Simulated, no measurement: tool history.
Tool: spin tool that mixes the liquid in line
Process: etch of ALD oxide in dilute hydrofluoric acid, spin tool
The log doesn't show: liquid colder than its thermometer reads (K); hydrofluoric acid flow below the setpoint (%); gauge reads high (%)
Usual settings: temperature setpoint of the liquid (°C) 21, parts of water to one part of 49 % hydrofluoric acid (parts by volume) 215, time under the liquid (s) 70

run,hour,temperature setpoint of the liquid (°C),parts of water to one part of 49 % hydrofluoric acid (parts by volume),time under the liquid (s),wafers since the last listed run,hours since the thermometer was replaced,hours since the hydrofluoric acid flow meter was replaced,hours since the gauge calibration,"read-back film thickness of the ALD oxide reference wafer, read on the same gauge (nm)",thickness taken off the ALD oxide on a monitor wafer (Å)
1,0,17,175,70,0,1779.5,1705.3,129.1,80.02,63.3
2,6.2,21,185,70,93,1785.7,1711.5,135.3,80,70
3,36.4,21,215,85,456,1815.9,1741.7,165.5,79.99,71.1
4,51.7,21,215,85,231,1831.2,1757,180.8,80,70.9
# hour 64.9: thermometer replaced
# hour 64.9: hydrofluoric acid flow meter replaced
5,68.4,21,215,85,236,3.5,3.5,197.5,79.99,70.5
6,79.7,21,215,70,170,14.8,14.8,208.8,80.03,58
7,87.3,22.5,215,70,114,22.4,22.4,216.4,79.98,61.3
8,102,21,215,70,222,37.1,37.1,231.1,79.98,58.2
9,118.1,21,125,70,243,53.2,53.2,247.2,80.03,110.2

Forecast run 10:
10,135.1,17.5,215,40,257,70.2,70.2,264.2,?,?

Run 10 gave read-back film thickness of the ALD oxide reference wafer, read on the same gauge (nm) 80, thickness taken off the ALD oxide on a monitor wafer (Å) 29.
Without the tool's hidden state the same run would have given thickness taken off the ALD oxide on a monitor wafer (Å) 29.
